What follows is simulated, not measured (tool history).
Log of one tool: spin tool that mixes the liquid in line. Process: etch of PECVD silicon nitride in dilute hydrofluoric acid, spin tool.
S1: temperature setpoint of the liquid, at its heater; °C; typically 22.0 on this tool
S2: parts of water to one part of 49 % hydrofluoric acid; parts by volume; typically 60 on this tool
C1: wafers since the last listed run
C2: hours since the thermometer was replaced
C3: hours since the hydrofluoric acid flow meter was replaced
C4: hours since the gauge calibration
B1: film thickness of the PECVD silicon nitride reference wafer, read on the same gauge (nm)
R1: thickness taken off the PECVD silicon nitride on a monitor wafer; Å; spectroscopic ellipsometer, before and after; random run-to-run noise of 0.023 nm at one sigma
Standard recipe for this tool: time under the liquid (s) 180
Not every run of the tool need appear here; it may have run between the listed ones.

{"run": 1, "hour": 0.0, "S1": 22.0, "S2": 60, "time under the liquid (s)": 180, "C1": 0, "C2": 1070.4, "C3": 1649.7, "C4": 145.6, "B1": 149.98, "R1": 61.5}
{"run": 2, "hour": 31.6, "S1": 22.0, "S2": 60, "time under the liquid (s)": 180, "C1": 323, "C2": 1102.0, "C3": 1681.3, "C4": 177.2, "B1": 150.02, "R1": 62.0}
{"run": 3, "hour": 44.1, "S1": 22.0, "S2": 60, "time under the liquid (s)": 180, "C1": 127, "C2": 1114.5, "C3": 1693.8, "C4": 189.7, "B1": 150.01, "R1": 61.4}
{"run": 4, "hour": 78.9, "S1": 21.0, "S2": 60, "time under the liquid (s)": 180, "C1": 355, "C2": 1149.3, "C3": 1728.6, "C4": 224.5, "B1": 150.01, "R1": 57.5}
{"run": 5, "hour": 94.7, "S1": 21.0, "S2": 80, "time under the liquid (s)": 180, "C1": 161, "C2": 1165.1, "C3": 1744.4, "C4": 240.3, "B1": 149.99, "R1": 44.0}
{"run": 6, "hour": 128.7, "S1": 26.0, "S2": 85, "time under the liquid (s)": 180, "C1": 347, "C2": 1199.1, "C3": 1778.4, "C4": 274.3, "B1": 150.0, "R1": 58.0}
{"hour": 144.5, "done": "gauge calibrated"}
{"run": 7, "hour": 162.8, "S1": 22.0, "S2": 70, "time under the liquid (s)": 255, "C1": 348, "C2": 1233.2, "C3": 1812.5, "C4": 18.3, "B1": 150.0, "R1": 76.5}
{"run": 8, "hour": 181.3, "S1": 22.0, "S2": 70, "time under the liquid (s)": 255, "C1": 189, "C2": 1251.7, "C3": 1831.0, "C4": 36.8, "B1": 150.01, "R1": 76.6}
{"run": 9, "hour": 194.0, "S1": 19.5, "S2": 85, "time under the liquid (s)": 245, "C1": 129, "C2": 1264.4, "C3": 1843.7, "C4": 49.5, "B1": 150.01, "R1": 51.9}
{"run": 10, "hour": 221.8, "S1": 19.5, "S2": 70, "time under the liquid (s)": 245, "C1": 284, "C2": 1292.2, "C3": 1871.5, "C4": 77.3, "B1": 149.99, "R1": 62.9}
{"run": 11, "hour": 251.4, "S1": 22.0, "S2": 60, "time under the liquid (s)": 180, "C1": 302, "C2": 1321.8, "C3": 1901.1, "C4": 106.9, "B1": 150.01, "R1": 63.7}
{"hour": 256.8, "done": "hydrofluoric acid flow meter replaced"}
{"hour": 268.8, "done": "thermometer replaced"}
{"run": 12, "hour": 269.5, "S1": 22.0, "S2": 40, "time under the liquid (s)": 240, "C1": 164, "C2": 0.7, "C3": 12.7, "C4": 125.0, "B1": 150.02, "R1": 96.4}
{"run": 13, "hour": 298.3, "S1": 19.0, "S2": 60, "time under the liquid (s)": 180, "C1": 294, "C2": 29.5, "C3": 41.5, "C4": 153.8, "B1": 149.99, "R1": 39.4}
{"run": 14, "hour": 326.3, "S1": 18.0, "S2": 85, "time under the liquid (s)": 80, "C1": 286, "C2": 57.5, "C3": 69.5, "C4": 181.8, "B1": 150.02, "R1": 11.8}
{"run": 15, "hour": 348.9, "S1": 22.0, "S2": 60, "time under the liquid (s)": 180, "C1": 231, "C2": 80.1, "C3": 92.1, "C4": 204.4, "B1": 149.99, "R1": 49.0}
{"run": 16, "hour": 370.0, "S1": 25.0, "S2": 90, "time under the liquid (s)": 140, "C1": 215, "C2": 101.2, "C3": 113.2, "C4": 225.5, "B1": 150.0, "R1": 31.6}

Here are 4 independent what-if runs from the current tool condition. What would each one return?
{"run": "A", "hour": 370.5, "S1": 22.0, "S2": 60, "time under the liquid (s)": 180, "C1": 5, "C2": 101.7, "C3": 113.7, "C4": 226.0, "B1": "?", "R1": "?"}
{"run": "B", "hour": 370.5, "S1": 17.5, "S2": 50, "time under the liquid (s)": 150, "C1": 5, "C2": 101.7, "C3": 113.7, "C4": 226.0, "B1": "?", "R1": "?"}
{"run": "C", "hour": 370.5, "S1": 20.0, "S2": 60, "time under the liquid (s)": 275, "C1": 5, "C2": 101.7, "C3": 113.7, "C4": 226.0, "B1": "?", "R1": "?"}
{"run": "D", "hour": 370.5, "S1": 20.5, "S2": 50, "time under the liquid (s)": 150, "C1": 5, "C2": 101.7, "C3": 113.7, "C4": 226.0, "B1": "?", "R1": "?"}

run=A B1=150.00 R1=49.4
run=B B1=150.00 R1=35.9
run=C B1=150.00 R1=65.7
run=D B1=150.00 R1=44.3
Take away the tool's hidden state, keep each run's random variation, and the runs would have read:
run=A R1=48.2
run=B R1=35.1
run=C R1=64.2
run=D R1=43.3
